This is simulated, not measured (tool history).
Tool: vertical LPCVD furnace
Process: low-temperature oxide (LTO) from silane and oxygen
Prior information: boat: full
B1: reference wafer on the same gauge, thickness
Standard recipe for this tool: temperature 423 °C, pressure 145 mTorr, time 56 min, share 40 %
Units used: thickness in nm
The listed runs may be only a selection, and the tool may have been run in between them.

{"run": 1, "day": 0.0, "temperature": 423, "pressure": 145, "time": 56, "share": 40, "B1": 368.89, "thickness": 401.76}
{"day": 0.104, "done": "gauge calibrated"}
{"run": 2, "day": 0.621, "temperature": 423, "pressure": 145, "time": 56, "share": 40, "B1": 369.1, "thickness": 401.93}
{"run": 3, "day": 0.933, "temperature": 423, "pressure": 145, "time": 56, "share": 40, "B1": 368.9, "thickness": 401.3}
{"run": 4, "day": 1.221, "temperature": 423, "pressure": 145, "time": 56, "share": 40, "B1": 369.08, "thickness": 401.25}
{"run": 5, "day": 1.512, "temperature": 423, "pressure": 145, "time": 56, "share": 35, "B1": 369.03, "thickness": 342.61}
{"run": 6, "day": 2.208, "temperature": 423, "pressure": 145, "time": 56, "share": 35, "B1": 369.15, "thickness": 343.44}
{"run": 7, "day": 2.767, "temperature": 423, "pressure": 145, "time": 56, "share": 37, "B1": 369.09, "thickness": 367.62}
{"run": 8, "day": 3.292, "temperature": 423, "pressure": 145, "time": 56, "share": 37, "B1": 369.05, "thickness": 368.57}
{"run": 9, "day": 4.071, "temperature": 423, "pressure": 145, "time": 56, "share": 40, "B1": 368.94, "thickness": 404.16}
{"day": 5.083, "done": "silane flow controller replaced"}
{"run": 10, "day": 5.104, "temperature": 423, "pressure": 145, "time": 61.5, "share": 40, "B1": 369.09, "thickness": 443.14}
{"run": 11, "day": 5.517, "temperature": 423, "pressure": 145, "time": 61.5, "share": 40, "B1": 369.26, "thickness": 442.43}
{"run": 12, "day": 6.133, "temperature": 423, "pressure": 145, "time": 61.5, "share": 40, "B1": 369.03, "thickness": 443.56}
{"run": 13, "day": 6.904, "temperature": 415, "pressure": 120, "time": 56, "share": 40, "B1": 368.91, "thickness": 309.23}
{"run": 14, "day": 7.467, "temperature": 431, "pressure": 145, "time": 38, "share": 40, "B1": 368.94, "thickness": 296.55}
{"run": 15, "day": 9.379, "temperature": 423, "pressure": 145, "time": 56, "share": 38, "B1": 369.17, "thickness": 383.5}
{"run": 16, "day": 10.088, "temperature": 423, "pressure": 145, "time": 66, "share": 40, "B1": 368.94, "thickness": 478.32}
{"day": 11.042, "done": "gauge calibrated"}
{"day": 11.629, "done": "thermocouples replaced and temperature profile calibrated"}
{"day": 12.029, "done": "pressure gauge zeroed"}
{"run": 17, "day": 12.05, "temperature": 434, "pressure": 110, "time": 40, "share": 40, "B1": 369.11, "thickness": 232.98}
{"run": 18, "day": 12.242, "temperature": 413, "pressure": 145, "time": 56, "share": 40, "B1": 368.94, "thickness": 349.24}
{"run": 19, "day": 12.517, "temperature": 423, "pressure": 145, "time": 56, "share": 40, "B1": 368.96, "thickness": 387.19}
{"run": 20, "day": 13.167, "temperature": 423, "pressure": 145, "time": 56, "share": 40, "B1": 369.09, "thickness": 385.76}
{"run": 21, "day": 13.562, "temperature": 423, "pressure": 120, "time": 56, "share": 37, "B1": 368.96, "thickness": 292.38}
{"run": 22, "day": 14.35, "temperature": 423, "pressure": 145, "time": 56, "share": 40, "B1": 369.17, "thickness": 387.49}
{"run": 23, "day": 14.675, "temperature": 432, "pressure": 155, "time": 40.5, "share": 46, "B1": 369.17, "thickness": 375.24}
{"run": 24, "day": 14.975, "temperature": 413, "pressure": 145, "time": 56, "share": 40, "B1": 368.91, "thickness": 349.43}
{"run": 25, "day": 15.408, "temperature": 423, "pressure": 145, "time": 56, "share": 40, "B1": 369.04, "thickness": 386.58}
{"run": 26, "day": 15.917, "temperature": 433, "pressure": 145, "time": 56, "share": 40, "B1": 369.09, "thickness": 427.99}
{"run": 27, "day": 16.633, "temperature": 415, "pressure": 120, "time": 56, "share": 40, "B1": 369.09, "thickness": 295.07}

Forecast each of these 4 alternatives for the next run:
{"run": "A", "day": 16.829, "temperature": 423, "pressure": 145, "time": 56, "share": 40, "B1": "?", "thickness": "?"}
{"run": "B", "day": 16.829, "temperature": 428, "pressure": 165, "time": 64, "share": 40, "B1": "?", "thickness": "?"}
{"run": "C", "day": 16.829, "temperature": 429, "pressure": 145, "time": 70.5, "share": 38, "B1": "?", "thickness": "?"}
{"run": "D", "day": 16.829, "temperature": 423, "pressure": 145, "time": 70, "share": 40, "B1": "?", "thickness": "?"}

run=A B1=368.96 thickness=387.41
run=B B1=368.96 thickness=529.58
run=C B1=368.96 thickness=488.68
run=D B1=368.96 thickness=484.26
Without the tool's hidden state the same runs would have given:
run=A thickness=385.91
run=B thickness=527.57
run=C thickness=486.8
run=D thickness=482.38
